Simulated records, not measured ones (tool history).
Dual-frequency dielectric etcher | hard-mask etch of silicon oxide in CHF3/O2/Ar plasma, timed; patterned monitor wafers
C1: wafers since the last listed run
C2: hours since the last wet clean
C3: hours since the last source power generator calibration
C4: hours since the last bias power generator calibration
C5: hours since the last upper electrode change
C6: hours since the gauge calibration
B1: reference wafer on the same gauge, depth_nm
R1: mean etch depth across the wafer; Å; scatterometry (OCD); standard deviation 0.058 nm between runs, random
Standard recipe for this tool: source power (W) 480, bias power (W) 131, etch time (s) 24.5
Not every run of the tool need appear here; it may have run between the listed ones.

Run 1, day 0.000: usual settings; C1 0; C2 331.0; C3 1518.2; C4 2880.8; C5 2222.0; C6 246.6; B1 31.61. Result: R1 378.8 Å.
Run 2, day 0.304: usual settings but bias power (W) 141, etch time (s) 19.5; C1 137; C2 338.3; C3 1525.5; C4 2888.1; C5 2229.3; C6 253.9; B1 31.58. Result: R1 313.0 Å.
Run 3, day 0.775: usual settings but bias power (W) 141, etch time (s) 19.5; C1 212; C2 349.6; C3 1536.8; C4 2899.4; C5 2240.6; C6 265.2; B1 31.59. Result: R1 314.4 Å.
At day 2.742: wet clean of the chamber.
Run 4, day 2.762: usual settings; C1 445; C2 0.5; C3 1584.5; C4 2947.1; C5 2288.3; C6 312.9; B1 31.60. Result: R1 381.0 Å.
Run 5, day 2.775: usual settings but source power (W) 550, etch time (s) 27.5; C1 5; C2 0.8; C3 1584.8; C4 2947.4; C5 2288.6; C6 313.2; B1 31.60. Result: R1 457.6 Å.
Run 6, day 2.962: usual settings; C1 84; C2 5.3; C3 1589.3; C4 2951.9; C5 2293.1; C6 317.7; B1 31.60. Result: R1 382.3 Å.
Run 7, day 3.571: usual settings; C1 274; C2 19.9; C3 1603.9; C4 2966.5; C5 2307.7; C6 332.3; B1 31.59. Result: R1 381.6 Å.
At day 3.892: bias power generator calibrated.
Run 8, day 3.912: usual settings; C1 78; C2 28.1; C3 1612.1; C4 0.5; C5 2315.9; C6 340.5; B1 31.58. Result: R1 381.5 Å.
Run 9, day 4.404: usual settings but source power (W) 580; C1 221; C2 39.9; C3 1623.9; C4 12.3; C5 2327.7; C6 352.3; B1 31.59. Result: R1 415.2 Å.
Run 10, day 4.842: usual settings but source power (W) 580; C1 197; C2 50.4; C3 1634.4; C4 22.8; C5 2338.2; C6 362.8; B1 31.57. Result: R1 417.0 Å.
Run 11, day 5.467: usual settings but source power (W) 580; C1 282; C2 65.4; C3 1649.4; C4 37.8; C5 2353.2; C6 377.8; B1 31.59. Result: R1 416.2 Å.
At day 7.100: upper electrode replaced.
Run 12, day 7.121: usual settings but bias power (W) 117; C1 295; C2 105.1; C3 1689.1; C4 77.5; C5 0.5; C6 417.5; B1 31.60. Result: R1 358.4 Å.
Run 13, day 7.133: usual settings but source power (W) 360, bias power (W) 103; C1 5; C2 105.4; C3 1689.4; C4 77.8; C5 0.8; C6 417.8; B1 31.62. Result: R1 290.0 Å.
Run 14, day 7.221: usual settings but source power (W) 540, bias power (W) 113, etch time (s) 29.0; C1 39; C2 107.5; C3 1691.5; C4 79.9; C5 2.9; C6 419.9; B1 31.59. Result: R1 440.3 Å.
Run 15, day 7.871: usual settings but source power (W) 370, bias power (W) 106, etch time (s) 27.0; C1 293; C2 123.1; C3 1707.1; C4 95.5; C5 18.5; C6 435.5; B1 31.60. Result: R1 328.8 Å.
Run 16, day 8.438: usual settings but bias power (W) 117; C1 255; C2 136.7; C3 1720.7; C4 109.1; C5 32.1; C6 449.1; B1 31.59. Result: R1 357.8 Å.
At day 8.767: gauge calibrated.
Run 17, day 9.142: usual settings but source power (W) 570, bias power (W) 143, etch time (s) 27.5; C1 317; C2 153.6; C3 1737.6; C4 126.0; C5 49.0; C6 9.0; B1 31.60. Result: R1 481.5 Å.
Run 18, day 9.404: usual settings; C1 118; C2 159.9; C3 1743.9; C4 132.3; C5 55.3; C6 15.3; B1 31.59. Result: R1 378.8 Å.
Run 19, day 10.058: usual settings but source power (W) 440, bias power (W) 100; C1 295; C2 175.6; C3 1759.6; C4 148.0; C5 71.0; C6 31.0; B1 31.61. Result: R1 315.3 Å.
At day 10.446: source power generator calibrated.
Run 20, day 10.671: usual settings but source power (W) 540, bias power (W) 150, etch time (s) 31.0; C1 201; C2 190.3; C3 5.4; C4 162.7; C5 85.7; C6 45.7; B1 31.61. Result: R1 553.0 Å.
Run 21, day 11.354: usual settings but source power (W) 510, bias power (W) 154, etch time (s) 31.5; C1 308; C2 206.7; C3 21.8; C4 179.1; C5 102.1; C6 62.1; B1 31.61. Result: R1 553.3 Å.
Run 22, day 11.908: usual settings; C1 250; C2 220.0; C3 35.1; C4 192.4; C5 115.4; C6 75.4; B1 31.59. Result: R1 386.0 Å.
Run 23, day 12.408: usual settings but source power (W) 600; C1 225; C2 232.0; C3 47.1; C4 204.4; C5 127.4; C6 87.4; B1 31.60. Result: R1 427.0 Å.
Run 24, day 12.954: usual settings but bias power (W) 152; C1 246; C2 245.1; C3 60.2; C4 217.5; C5 140.5; C6 100.5; B1 31.60. Result: R1 415.1 Å.
Run 25, day 13.658: usual settings but source power (W) 590, bias power (W) 148; C1 317; C2 262.0; C3 77.1; C4 234.4; C5 157.4; C6 117.4; B1 31.63. Result: R1 451.1 Å.
Run 26, day 14.342: usual settings but source power (W) 520, bias power (W) 100, etch time (s) 22.0; C1 308; C2 278.4; C3 93.5; C4 250.8; C5 173.8; C6 133.8; B1 31.62. Result: R1 313.5 Å.
Run 27, day 14.596: usual settings but source power (W) 570, bias power (W) 100, etch time (s) 21.5; C1 114; C2 284.5; C3 99.6; C4 256.9; C5 179.9; C6 139.9; B1 31.61. Result: R1 319.4 Å.
Run 28, day 15.025: usual settings; C1 193; C2 294.8; C3 109.9; C4 267.2; C5 190.2; C6 150.2; B1 31.60. Result: R1 384.7 Å.
Run 29, day 15.462: usual settings but source power (W) 370, bias power (W) 116, etch time (s) 18.0; C1 197; C2 305.3; C3 120.4; C4 277.7; C5 200.7; C6 160.7; B1 31.60. Result: R1 234.0 Å.

Below are 5 alternative next runs, each starting from the tool's condition after run 29. Predict each:
Run A, day 15.479: usual settings; C1 7; C2 305.7; C3 120.8; C4 278.1; C5 201.1; C6 161.1; B1 ?. Result: R1 ?.
Run B, day 15.479: usual settings but source power (W) 560, bias power (W) 144, etch time (s) 18.5; C1 7; C2 305.7; C3 120.8; C4 278.1; C5 201.1; C6 161.1; B1 ?. Result: R1 ?.
Run C, day 15.479: usual settings but etch time (s) 21.5; C1 7; C2 305.7; C3 120.8; C4 278.1; C5 201.1; C6 161.1; B1 ?. Result: R1 ?.
Run D, day 15.479: usual settings but source power (W) 430, bias power (W) 111, etch time (s) 19.0; C1 7; C2 305.7; C3 120.8; C4 278.1; C5 201.1; C6 161.1; B1 ?. Result: R1 ?.
Run E, day 15.479: usual settings but source power (W) 600, bias power (W) 99, etch time (s) 18.0; C1 7; C2 305.7; C3 120.8; C4 278.1; C5 201.1; C6 161.1; B1 ?. Result: R1 ?.

run     B1     R1
  A  31.60  385.5
  B  31.60  327.8
  C  31.60  338.3
  D  31.60  260.2
  E  31.60  272.7
The same runs, with their run-to-run variation unchanged, on a tool lacking any hidden condition would have given:
run     R1
  A  388.7
  B  330.5
  C  341.1
  D  262.4
  E  275.0
